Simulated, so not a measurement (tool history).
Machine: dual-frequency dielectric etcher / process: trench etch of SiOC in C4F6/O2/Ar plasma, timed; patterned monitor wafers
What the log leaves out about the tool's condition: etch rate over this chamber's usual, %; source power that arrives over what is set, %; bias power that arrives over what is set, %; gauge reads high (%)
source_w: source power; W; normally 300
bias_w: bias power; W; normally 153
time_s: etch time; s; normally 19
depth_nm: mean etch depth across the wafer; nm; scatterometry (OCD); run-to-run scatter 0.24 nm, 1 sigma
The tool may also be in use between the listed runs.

run	day	source_w	bias_w	time_s	wafers since the last listed run	hours since the last wet clean	hours since the last source power generator calibration	hours since the last bias power generator calibration	hours since the last upper electrode change	hours since the gauge calibration	read-back reference wafer on the same gauge, depth_nm	depth_nm
1	0	330	132	19	0	511.3	1242.3	2743	3641.4	658.4	43.58	33.24
# day 3.1: gauge calibrated
2	3.279	330	132	19	1069	590	1321	2821.7	3720.1	4.3	43.6	33.14
# day 5.117: wet clean of the chamber
3	7.146	330	132	19	935	48.7	1413.8	2914.5	3812.9	97.1	43.58	34.29
4	10.062	300	153	19	951	118.7	1483.8	2984.5	3882.9	167.1	43.63	36.12
5	13.542	300	153	19	1134	202.2	1567.3	3068	3966.4	250.6	43.57	35.96
6	16.267	300	153	19	888	267.6	1632.7	3133.4	4031.8	316	43.61	35.46
7	19.146	300	153	16	939	336.7	1701.8	3202.5	4100.9	385.1	43.57	29.85
8	23.242	300	134	19	1335	435	1800.1	3300.8	4199.2	483.4	43.65	32.82
9	24.804	300	134	19	509	472.5	1837.6	3338.3	4236.7	520.9	43.56	32.57
# day 25.592: source power generator calibrated
# day 28.638: wet clean of the chamber
10	28.779	280	153	19	915	3.4	76.5	3433.7	4332.1	616.3	43.65	35.99
# day 31.646: upper electrode replaced
# day 31.904: gauge calibrated
11	32.762	270	176	21.5	973	99	172.1	3529.3	26.8	20.6	43.6	42.99
12	35.854	330	132	19	1008	173.2	246.3	3603.5	101	94.8	43.63	33.55
13	37.462	360	153	21.5	524	211.8	284.9	3642.1	139.6	133.4	43.6	41.83
14	39.125	300	153	19	542	251.7	324.8	3682	179.5	173.3	43.61	35.84
# day 39.529: bias power generator calibrated
15	41.921	300	153	19	857	318.8	391.9	57.4	246.6	240.4	43.58	35.27
16	44.575	240	153	22	865	382.5	455.6	121.1	310.3	304.1	43.53	38.79
17	47.875	340	183	16	1076	461.7	534.8	200.3	389.5	383.3	43.56	32.88
# day 52.9: wet clean of the chamber
18	52.921	300	126	23.5	1319	0.5	655.9	321.4	510.6	504.4	43.62	41.09

What if the next run were any one of these 3? Each begins from the tool's condition after run 18:
A	52.938	240	153	19	5	0.9	656.3	321.8	511	504.8	?	?
B	52.938	340	153	24	5	0.9	656.3	321.8	511	504.8	?	?
C	52.938	300	122	15.5	5	0.9	656.3	321.8	511	504.8	?	?

run	read-back reference wafer on the same gauge, depth_nm	depth_nm
A	43.56	35.22
B	43.56	47.7
C	43.56	26.69
Stripped of hidden state, with their random variation kept, the same runs would have yielded:
run	depth_nm
A	35.04
B	47.46
C	26.56

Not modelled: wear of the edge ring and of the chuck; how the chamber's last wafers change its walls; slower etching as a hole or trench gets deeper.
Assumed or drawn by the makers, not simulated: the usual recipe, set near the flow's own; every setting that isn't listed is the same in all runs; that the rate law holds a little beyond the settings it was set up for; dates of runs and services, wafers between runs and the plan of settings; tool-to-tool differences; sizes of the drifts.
